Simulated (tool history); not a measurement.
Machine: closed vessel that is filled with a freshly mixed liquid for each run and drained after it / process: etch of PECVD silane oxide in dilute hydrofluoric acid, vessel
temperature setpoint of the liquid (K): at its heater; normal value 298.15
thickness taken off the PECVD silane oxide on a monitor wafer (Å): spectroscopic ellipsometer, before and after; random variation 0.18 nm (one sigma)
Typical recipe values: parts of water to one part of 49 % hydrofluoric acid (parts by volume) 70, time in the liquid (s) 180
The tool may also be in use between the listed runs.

run	hour	temperature setpoint of the liquid (K)	parts of water to one part of 49 % hydrofluoric acid (parts by volume)	time in the liquid (s)	wafers since the last listed run	hours since the thermometer was replaced	hours since the hydrofluoric acid flow meter was replaced	hours since the gauge calibration	read-back film thickness of the PECVD silane oxide reference wafer, read on the same gauge (nm)	thickness taken off the PECVD silane oxide on a monitor wafer (Å)
1	0.0	298.15	70	180	0	694.0	15.6	2181.5	80.01	432.2
2	52.5	298.15	70	180	3381	746.5	68.1	2234.0	79.99	434.1
# hour 125.5: thermometer replaced
# hour 137.2: gauge calibrated
3	139.1	298.15	70	180	5512	13.6	154.7	1.9	80.00	418.5
4	241.4	298.15	70	180	6588	115.9	257.0	104.2	79.99	421.1
5	330.3	298.15	70	255	5725	204.8	345.9	193.1	79.98	594.9
6	378.3	298.15	85	180	3091	252.8	393.9	241.1	80.00	339.0
7	476.0	298.15	70	180	6292	350.5	491.6	338.8	79.99	428.4
8	580.8	298.15	70	180	6749	455.3	596.4	443.6	80.02	427.8
9	638.5	298.15	70	180	3715	513.0	654.1	501.3	80.00	425.7
10	707.6	298.15	70	180	4450	582.1	723.2	570.4	80.00	428.7
11	790.5	298.15	50	290	5338	665.0	806.1	653.3	80.01	1002.8
# hour 811.3: thermometer replaced
12	898.1	294.15	55	145	6865	86.8	913.7	760.9	80.00	370.1
13	1004.6	298.15	70	180	6858	193.3	1020.2	867.4	80.01	423.9
14	1131.3	300.15	60	95	8159	320.0	1146.9	994.1	80.01	287.4
15	1235.2	301.15	70	180	6691	423.9	1250.8	1098.0	80.01	479.9
16	1307.6	301.15	40	180	4662	496.3	1323.2	1170.4	80.00	882.2
17	1363.1	294.65	60	250	3574	551.8	1378.7	1225.9	79.98	615.3
18	1433.6	298.15	70	215	4540	622.3	1449.2	1296.4	80.01	513.8
19	1492.3	298.15	105	180	3780	681.0	1507.9	1355.1	80.01	276.3
20	1534.5	298.15	70	180	2717	723.2	1550.1	1397.3	80.01	432.5
21	1630.3	301.65	45	150	6169	819.0	1645.9	1493.1	79.99	674.4
22	1700.9	296.65	45	230	4546	889.6	1716.5	1563.7	80.01	845.7
# hour 1711.3: thermometer replaced
23	1783.2	300.15	70	75	5235	71.9	1798.8	1646.0	79.99	189.4
24	1855.0	294.65	55	245	4624	143.7	1870.6	1717.8	80.02	649.3
25	1898.8	301.15	70	245	2820	187.5	1914.4	1761.6	80.01	645.4
# hour 2022.2: hydrofluoric acid flow meter replaced
26	2048.1	298.15	70	180	9550	336.8	25.9	1910.9	80.00	424.3
27	2110.8	298.15	70	180	4037	399.5	88.6	1973.6	80.01	430.0
28	2161.1	301.15	60	180	3239	449.8	138.9	2023.9	80.01	571.4
29	2215.9	294.65	105	180	3529	504.6	193.7	2078.7	79.99	236.9
30	2321.9	298.15	70	180	6826	610.6	299.7	2184.7	80.00	431.7
31	2370.0	298.15	70	180	3097	658.7	347.8	2232.8	80.00	432.7
# hour 2394.9: thermometer replaced
32	2432.4	294.15	85	120	3954	37.5	410.2	2295.2	80.02	191.3
33	2477.7	301.65	70	85	2917	82.8	455.5	2340.5	79.99	228.5

Here are 3 independent what-if runs from the current tool condition. What would each one return?
A	2478.4	298.15	35	180	45	83.5	456.2	2341.2	?	?
B	2478.4	293.65	70	220	45	83.5	456.2	2341.2	?	?
C	2478.4	294.65	40	95	45	83.5	456.2	2341.2	?	?

run	read-back film thickness of the PECVD silane oxide reference wafer, read on the same gauge (nm)	thickness taken off the PECVD silane oxide on a monitor wafer (Å)
A	80.00	887.0
B	80.00	430.0
C	80.00	351.6
The same runs, with their run-to-run variation unchanged, on a tool lacking any hidden condition would have given:
run	thickness taken off the PECVD silane oxide on a monitor wafer (Å)
A	877.9
B	425.6
C	347.9

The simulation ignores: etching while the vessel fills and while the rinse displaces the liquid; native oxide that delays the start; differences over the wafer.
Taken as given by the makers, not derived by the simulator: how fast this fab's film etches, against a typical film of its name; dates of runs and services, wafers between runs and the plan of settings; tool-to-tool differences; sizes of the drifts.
